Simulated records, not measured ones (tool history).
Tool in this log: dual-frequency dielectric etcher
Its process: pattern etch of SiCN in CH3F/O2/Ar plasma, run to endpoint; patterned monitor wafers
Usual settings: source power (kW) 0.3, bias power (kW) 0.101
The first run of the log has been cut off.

run   hour  source power (kW)  bias power (kW)  incoming incoming film thickness, nm  endpoint time (s)
  2    7.6                0.3            0.101                                  7.23               18.4
  3   24.4                0.3            0.101                                  7.18               18.3
  4   35.2                0.3            0.101                                  7.24               18.5
  5   87.1                0.3            0.101                                  7.21               18.4
  6   94.2                0.3            0.101                                  7.16               18.4
  7    106                0.3            0.101                                  7.12               18.3
  8  122.5                0.3            0.101                                  7.16               18.5
  9  131.8                0.3            0.101                                   7.2               18.5
     192.9  -- upper electrode replaced
 10  193.4                0.3            0.087                                  7.19               19.7
 11  193.8                0.3            0.087                                  7.19               19.8
 12  205.8                0.3            0.087                                  7.19               19.8
 13    220                0.3            0.101                                  7.23               18.9
 14  236.6                0.3            0.101                                  7.21               18.6
 15  246.3                0.3            0.101                                  7.25               18.9
 16    253               0.37            0.077                                  7.19               19.4
     262.7  -- bias power generator calibrated
 17  269.8                0.3            0.125                                  7.29               17.2
 18  278.5               0.33            0.116                                  7.13               16.8
     309.5  -- wet clean of the chamber
 19  317.1                0.3            0.101                                  7.17               18.1
     329.7  -- source power generator calibrated
 20  333.9               0.33            0.101                                  7.19               17.5
 21    342               0.28            0.112                                  7.15               17.7
 22  351.8                0.3            0.101                                  7.16               18.1
 23    359               0.34            0.116                                  7.24               16.3
 24  372.4               0.24            0.109                                  7.13               19.1

What will run 25 give?
 25  381.1               0.35            0.101                                   7.2                  ?

For run 25 the tool returned endpoint time (s) 17.2.
With no hidden state in the tool, this same run would have given endpoint time (s) 17.1.

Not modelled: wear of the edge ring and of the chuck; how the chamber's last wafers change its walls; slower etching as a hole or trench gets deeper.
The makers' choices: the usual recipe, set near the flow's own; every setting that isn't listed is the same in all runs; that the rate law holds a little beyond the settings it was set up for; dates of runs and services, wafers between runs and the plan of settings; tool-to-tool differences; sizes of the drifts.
